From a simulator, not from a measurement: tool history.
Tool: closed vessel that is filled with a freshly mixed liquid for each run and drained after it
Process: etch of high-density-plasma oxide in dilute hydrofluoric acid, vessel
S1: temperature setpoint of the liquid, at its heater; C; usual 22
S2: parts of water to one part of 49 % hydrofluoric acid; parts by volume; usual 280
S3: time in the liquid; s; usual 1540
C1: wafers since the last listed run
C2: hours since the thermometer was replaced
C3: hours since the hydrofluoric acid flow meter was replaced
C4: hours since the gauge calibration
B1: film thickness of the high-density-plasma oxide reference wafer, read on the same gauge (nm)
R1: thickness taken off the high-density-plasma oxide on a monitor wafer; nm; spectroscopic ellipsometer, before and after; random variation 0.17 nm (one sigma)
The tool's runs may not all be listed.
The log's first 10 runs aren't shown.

{"run": 11, "day": 11.462, "S1": 21, "S2": 280, "S3": 2270, "C1": 1491, "C2": 1707.2, "C3": 723.6, "C4": 317.9, "B1": 50.03, "R1": 31.87}
{"run": 12, "day": 12.071, "S1": 21, "S2": 280, "S3": 2270, "C1": 667, "C2": 1721.8, "C3": 738.2, "C4": 332.5, "B1": 50.02, "R1": 32.01}
{"run": 13, "day": 13.292, "S1": 21, "S2": 280, "S3": 2270, "C1": 1340, "C2": 1751.1, "C3": 767.5, "C4": 361.8, "B1": 50, "R1": 31.78}
{"run": 14, "day": 13.808, "S1": 22, "S2": 170, "S3": 1540, "C1": 567, "C2": 1763.5, "C3": 779.9, "C4": 374.2, "B1": 49.99, "R1": 41.57}
{"run": 15, "day": 14.346, "S1": 22, "S2": 170, "S3": 1540, "C1": 590, "C2": 1776.4, "C3": 792.8, "C4": 387.1, "B1": 50.05, "R1": 41.6}
{"run": 16, "day": 15.112, "S1": 22, "S2": 280, "S3": 1540, "C1": 841, "C2": 1794.8, "C3": 811.2, "C4": 405.5, "B1": 49.99, "R1": 22.49}
{"run": 17, "day": 16.258, "S1": 22, "S2": 280, "S3": 1540, "C1": 1258, "C2": 1822.3, "C3": 838.7, "C4": 433, "B1": 50.02, "R1": 22.3}
{"run": 18, "day": 16.85, "S1": 22, "S2": 205, "S3": 2065, "C1": 649, "C2": 1836.5, "C3": 852.9, "C4": 447.2, "B1": 49.99, "R1": 44.84}
{"run": 19, "day": 17.712, "S1": 22, "S2": 230, "S3": 645, "C1": 947, "C2": 1857.2, "C3": 873.6, "C4": 467.9, "B1": 49.97, "R1": 12.02}
{"run": 20, "day": 18.958, "S1": 23.5, "S2": 345, "S3": 2145, "C1": 1367, "C2": 1887.1, "C3": 903.5, "C4": 497.8, "B1": 50.02, "R1": 25.24}
{"run": 21, "day": 20.321, "S1": 24.5, "S2": 280, "S3": 2345, "C1": 1496, "C2": 1919.8, "C3": 936.2, "C4": 530.5, "B1": 50, "R1": 37.92}
{"run": 22, "day": 20.938, "S1": 22, "S2": 230, "S3": 1540, "C1": 677, "C2": 1934.6, "C3": 951, "C4": 545.3, "B1": 50.02, "R1": 29.24}
{"run": 23, "day": 22.283, "S1": 22, "S2": 280, "S3": 1540, "C1": 1477, "C2": 1966.9, "C3": 983.3, "C4": 577.6, "B1": 50.02, "R1": 22.62}
{"run": 24, "day": 22.954, "S1": 22, "S2": 280, "S3": 1540, "C1": 736, "C2": 1983, "C3": 999.4, "C4": 593.7, "B1": 50, "R1": 22.31}
{"run": 25, "day": 24.392, "S1": 22, "S2": 280, "S3": 1540, "C1": 1578, "C2": 2017.5, "C3": 1033.9, "C4": 628.2, "B1": 50.04, "R1": 22.78}
{"run": 26, "day": 24.971, "S1": 24.5, "S2": 180, "S3": 2415, "C1": 635, "C2": 2031.4, "C3": 1047.8, "C4": 642.1, "B1": 49.99, "R1": 66.84}
{"run": 27, "day": 26.267, "S1": 22, "S2": 280, "S3": 1540, "C1": 1422, "C2": 2062.5, "C3": 1078.9, "C4": 673.2, "B1": 50.05, "R1": 22.54}
{"day": 26.504, "done": "gauge calibrated"}
{"day": 26.725, "done": "hydrofluoric acid flow meter replaced"}
{"run": 28, "day": 27.392, "S1": 22, "S2": 415, "S3": 2205, "C1": 1189, "C2": 2089.5, "C3": 16, "C4": 21.3, "B1": 49.98, "R1": 19.52}
{"day": 27.596, "done": "thermometer replaced"}
{"run": 29, "day": 28.733, "S1": 22, "S2": 280, "S3": 990, "C1": 1427, "C2": 27.3, "C3": 48.2, "C4": 53.5, "B1": 49.95, "R1": 13.74}
{"run": 30, "day": 30.008, "S1": 18.5, "S2": 145, "S3": 2455, "C1": 1400, "C2": 57.9, "C3": 78.8, "C4": 84.1, "B1": 49.98, "R1": 65.13}
{"run": 31, "day": 31.138, "S1": 23.5, "S2": 165, "S3": 980, "C1": 1239, "C2": 85, "C3": 105.9, "C4": 111.2, "B1": 49.98, "R1": 26.71}
{"run": 32, "day": 32.179, "S1": 26.5, "S2": 160, "S3": 1540, "C1": 1143, "C2": 110, "C3": 130.9, "C4": 136.2, "B1": 50.05, "R1": 50.03}
{"run": 33, "day": 35.088, "S1": 19, "S2": 145, "S3": 825, "C1": 3193, "C2": 179.8, "C3": 200.7, "C4": 206, "B1": 50.03, "R1": 22.4}

3 ways to go on from here, each from the tool as it stands after run 33. What would each give?
{"run": "A", "day": 35.133, "S1": 22, "S2": 280, "S3": 1540, "C1": 50, "C2": 180.9, "C3": 201.8, "C4": 207.1, "B1": "?", "R1": "?"}
{"run": "B", "day": 35.133, "S1": 17.5, "S2": 165, "S3": 950, "C1": 50, "C2": 180.9, "C3": 201.8, "C4": 207.1, "B1": "?", "R1": "?"}
{"run": "C", "day": 35.133, "S1": 19, "S2": 330, "S3": 1095, "C1": 50, "C2": 180.9, "C3": 201.8, "C4": 207.1, "B1": "?", "R1": "?"}

run=A B1=49.99 R1=21.47
run=B B1=49.99 R1=21.16
run=C B1=49.99 R1=11.11
Without the tool's hidden state the same runs would have given:
run=A R1=21.19
run=B R1=20.84
run=C R1=10.96
